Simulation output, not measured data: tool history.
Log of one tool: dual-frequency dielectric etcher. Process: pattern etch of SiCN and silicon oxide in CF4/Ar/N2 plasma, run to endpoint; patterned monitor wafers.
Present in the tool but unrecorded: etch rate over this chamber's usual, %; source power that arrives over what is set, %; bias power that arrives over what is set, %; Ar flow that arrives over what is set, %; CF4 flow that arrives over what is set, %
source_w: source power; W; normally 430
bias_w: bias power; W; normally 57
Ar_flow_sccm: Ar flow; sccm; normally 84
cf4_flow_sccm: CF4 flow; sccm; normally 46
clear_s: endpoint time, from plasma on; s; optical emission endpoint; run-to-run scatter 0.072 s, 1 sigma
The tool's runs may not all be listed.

| run | hour | source_w | bias_w | Ar_flow_sccm | cf4_flow_sccm | wafers since the last listed run | hours since the last wet clean | hours since the last source power generator calibration | hours since the last bias power generator calibration | hours since the last Ar flow controller change | hours since the last CF4 flow controller change | hours since the last upper electrode change | incoming incoming film thickness, nm | clear_s |
|---|---|---|---|---|---|---|---|---|---|---|---|---|---|---|
| 1 | 0.0 | 430 | 57 | 84 | 42 | 0 | 140.4 | 2261.3 | 3308.3 | 5839.3 | 1826.0 | 3106.8 | 9.99 | 14.1 |
| 2 | 12.2 | 430 | 57 | 84 | 46 | 149 | 152.6 | 2273.5 | 3320.5 | 5851.5 | 1838.2 | 3119.0 | 9.90 | 13.8 |
| 3 | 25.6 | 430 | 57 | 84 | 46 | 163 | 166.0 | 2286.9 | 3333.9 | 5864.9 | 1851.6 | 3132.4 | 9.90 | 13.7 |
| 4 | 40.1 | 430 | 57 | 84 | 46 | 177 | 180.5 | 2301.4 | 3348.4 | 5879.4 | 1866.1 | 3146.9 | 9.82 | 13.6 |
| 5 | 62.4 | 430 | 57 | 84 | 46 | 272 | 202.8 | 2323.7 | 3370.7 | 5901.7 | 1888.4 | 3169.2 | 9.86 | 13.6 |
| 6 | 77.3 | 430 | 57 | 84 | 46 | 181 | 217.7 | 2338.6 | 3385.6 | 5916.6 | 1903.3 | 3184.1 | 9.99 | 13.8 |
| 7 | 91.1 | 430 | 47 | 74 | 46 | 168 | 231.5 | 2352.4 | 3399.4 | 5930.4 | 1917.1 | 3197.9 | 9.94 | 14.4 |
| 8 | 103.5 | 540 | 57 | 77 | 46 | 151 | 243.9 | 2364.8 | 3411.8 | 5942.8 | 1929.5 | 3210.3 | 9.94 | 11.0 |
| 9 | 128.1 | 430 | 57 | 74 | 46 | 300 | 268.5 | 2389.4 | 3436.4 | 5967.4 | 1954.1 | 3234.9 | 9.90 | 13.1 |
|  | 148.1 | bias power generator calibrated |
|  | 168.0 | CF4 flow controller replaced |
| 10 | 173.3 | 430 | 62 | 84 | 46 | 429 | 313.7 | 2434.6 | 25.2 | 6012.6 | 5.3 | 3280.1 | 9.79 | 13.0 |
| 11 | 195.7 | 430 | 57 | 84 | 57 | 273 | 336.1 | 2457.0 | 47.6 | 6035.0 | 27.7 | 3302.5 | 9.87 | 12.8 |
| 12 | 223.2 | 540 | 57 | 84 | 52 | 335 | 363.6 | 2484.5 | 75.1 | 6062.5 | 55.2 | 3330.0 | 9.95 | 10.8 |
| 13 | 254.3 | 380 | 65 | 77 | 50 | 379 | 394.7 | 2515.6 | 106.2 | 6093.6 | 86.3 | 3361.1 | 9.92 | 13.8 |
| 14 | 284.8 | 520 | 71 | 84 | 41 | 372 | 425.2 | 2546.1 | 136.7 | 6124.1 | 116.8 | 3391.6 | 9.96 | 10.8 |
| 15 | 318.1 | 430 | 57 | 84 | 46 | 406 | 458.5 | 2579.4 | 170.0 | 6157.4 | 150.1 | 3424.9 | 9.88 | 13.3 |
|  | 348.8 | wet clean of the chamber |
|  | 349.2 | Ar flow controller replaced |
|  | 392.9 | upper electrode replaced |
| 16 | 395.3 | 340 | 49 | 76 | 46 | 351 | 46.5 | 2656.6 | 247.2 | 46.1 | 227.3 | 2.4 | 9.90 | 17.7 |
|  | 415.7 | source power generator calibrated |
| 17 | 427.0 | 430 | 57 | 84 | 46 | 338 | 78.2 | 11.3 | 278.9 | 77.8 | 259.0 | 34.1 | 9.81 | 13.6 |
| 18 | 442.0 | 430 | 57 | 84 | 42 | 183 | 93.2 | 26.3 | 293.9 | 92.8 | 274.0 | 49.1 | 9.90 | 13.9 |
| 19 | 517.6 | 430 | 57 | 72 | 46 | 923 | 168.8 | 101.9 | 369.5 | 168.4 | 349.6 | 124.7 | 9.89 | 13.1 |
| 20 | 547.6 | 430 | 57 | 84 | 46 | 366 | 198.8 | 131.9 | 399.5 | 198.4 | 379.6 | 154.7 | 9.84 | 13.5 |
| 21 | 569.2 | 370 | 57 | 84 | 46 | 263 | 220.4 | 153.5 | 421.1 | 220.0 | 401.2 | 176.3 | 9.89 | 15.7 |
| 22 | 595.6 | 430 | 57 | 84 | 46 | 322 | 246.8 | 179.9 | 447.5 | 246.4 | 427.6 | 202.7 | 10.02 | 13.7 |
| 23 | 615.6 | 430 | 53 | 72 | 46 | 244 | 266.8 | 199.9 | 467.5 | 266.4 | 447.6 | 222.7 | 9.89 | 13.5 |
| 24 | 643.2 | 380 | 46 | 96 | 56 | 337 | 294.4 | 227.5 | 495.1 | 294.0 | 475.2 | 250.3 | 9.88 | 16.2 |
| 25 | 676.5 | 430 | 57 | 84 | 46 | 406 | 327.7 | 260.8 | 528.4 | 327.3 | 508.5 | 283.6 | 9.84 | 13.5 |

For each run, what was the tool's unlogged condition?
source power that arrives over what is set, %: 0 at every run
bias power that arrives over what is set, %: 0 at every run
Ar flow that arrives over what is set, %: 0 at every run
CF4 flow that arrives over what is set, %: 0 at every run
H1: etch rate over this chamber's usual, %
| run | H1 |
|---|---|
| 1 | 0.702 |
| 2 | 0.775 |
| 3 | 0.855 |
| 4 | 0.942 |
| 5 | 1.08 |
| 6 | 1.16 |
| 7 | 1.25 |
| 8 | 1.32 |
| 9 | 1.47 |
| 10 | 1.74 |
| 11 | 1.87 |
| 12 | 2.04 |
| 13 | 2.22 |
| 14 | 2.41 |
| 15 | 2.61 |
| 16 | 0.264 |
| 17 | 0.454 |
| 18 | 0.543 |
| 19 | 0.996 |
| 20 | 1.18 |
| 21 | 1.3 |
| 22 | 1.46 |
| 23 | 1.58 |
| 24 | 1.75 |
| 25 | 1.95 |
